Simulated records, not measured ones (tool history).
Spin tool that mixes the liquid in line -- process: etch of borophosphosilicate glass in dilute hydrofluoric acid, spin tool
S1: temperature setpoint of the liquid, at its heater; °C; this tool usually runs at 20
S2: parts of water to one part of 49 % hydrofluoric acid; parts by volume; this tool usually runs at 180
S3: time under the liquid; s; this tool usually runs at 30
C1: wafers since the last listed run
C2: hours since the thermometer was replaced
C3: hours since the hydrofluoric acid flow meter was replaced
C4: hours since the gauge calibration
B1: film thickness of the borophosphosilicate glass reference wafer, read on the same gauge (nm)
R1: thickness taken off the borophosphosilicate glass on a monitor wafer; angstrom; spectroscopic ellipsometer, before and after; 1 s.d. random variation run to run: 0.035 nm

run	hour	S1	S2	S3	C1	C2	C3	C4	B1	R1
1	0	20	180	30	0	1050.2	2108.3	69.7	60	72.4
2	20.1	20	205	30	246	1070.3	2128.4	89.8	59.97	62
3	41.7	24	180	30	265	1091.9	2150	111.4	60	84
4	55.7	24	180	30	171	1105.9	2164	125.4	60	84.8
5	89.4	20	130	30	413	1139.6	2197.7	159.1	60	106.6
6	123.6	22	110	30	419	1173.8	2231.9	193.3	59.99	139.1
7	159	22	110	30	434	1209.2	2267.3	228.7	60.01	140
8	179.7	18	205	30	254	1229.9	2288	249.4	59.98	58
9	214.1	20	180	30	422	1264.3	2322.4	283.8	60.02	73.5
10	227.8	22	180	35	168	1278	2336.1	297.5	60	92
# hour 230: hydrofluoric acid flow meter replaced
11	256.5	20	180	30	340	1306.7	26.5	326.2	60	72.6
# hour 270.3: thermometer replaced
# hour 302.5: gauge calibrated
12	336	21.5	270	20	963	65.7	106	33.5	59.99	29.5
13	370.8	20	180	30	427	100.5	140.8	68.3	59.99	68.8
14	382.9	24.5	120	15	148	112.6	152.9	80.4	60.01	65.8
15	412.6	22.5	210	50	364	142.3	182.6	110.1	60	105.5

5 options for the next run, each taken on its own from the tool as it stands now. Forecast them:
A	413	20	180	30	4	142.7	183	110.5	?	?
B	413	24.5	260	45	4	142.7	183	110.5	?	?
C	413	24	250	25	4	142.7	183	110.5	?	?
D	413	18	180	40	4	142.7	183	110.5	?	?
E	413	17	90	30	4	142.7	183	110.5	?	?

run	B1	R1
A	60	69.1
B	60	78.1
C	60	44.8
D	60	85.2
E	60	134.3
Had the tool no hidden state, the same runs would have come out as:
run	R1
A	67.6
B	76.5
C	43.9
D	83.2
E	131.1
